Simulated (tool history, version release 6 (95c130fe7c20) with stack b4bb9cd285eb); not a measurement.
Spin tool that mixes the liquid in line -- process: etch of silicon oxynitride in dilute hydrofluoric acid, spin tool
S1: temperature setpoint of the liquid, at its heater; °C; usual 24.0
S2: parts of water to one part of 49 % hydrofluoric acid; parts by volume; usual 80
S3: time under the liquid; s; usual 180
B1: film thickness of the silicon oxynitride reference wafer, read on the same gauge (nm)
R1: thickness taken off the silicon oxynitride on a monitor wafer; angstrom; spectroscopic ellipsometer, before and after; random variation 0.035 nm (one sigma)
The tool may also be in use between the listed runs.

run   hour    S1   S2   S3       B1     R1
  1    0.0  24.0   95  180   99.986  31.00
  2    6.5  24.0   95  180   99.965  31.41
  3   15.5  24.0   95  180  100.021  30.77
  4   27.8  24.0   80  180  100.020  37.56
  5   41.9  24.0   80  180  100.057  36.96
      57.5  -- thermometer replaced
  6   57.8  24.0   80  180  100.000  37.56
      64.3  -- gauge calibrated
  7   65.5  24.0   80  180  100.020  37.14
  8   74.7  24.0  105  180   99.983  27.49
  9   84.8  28.5  115  275  100.026  47.43
 10   93.2  20.5   70  225  100.037  45.69
 11  104.6  24.0   60  180   99.996  51.26
     105.7  -- hydrofluoric acid flow meter replaced
 12  116.6  28.5  110   85  100.019  15.52
 13  147.2  24.0   80  180   99.967  37.35

Forecast run 14:
 14  161.9  20.5  115  245   ?   ?

Run 14 came out at B1 99.985, R1 29.04 angstrom.
Had the tool carried no hidden state, the very same run would have given R1 29.04 angstrom.

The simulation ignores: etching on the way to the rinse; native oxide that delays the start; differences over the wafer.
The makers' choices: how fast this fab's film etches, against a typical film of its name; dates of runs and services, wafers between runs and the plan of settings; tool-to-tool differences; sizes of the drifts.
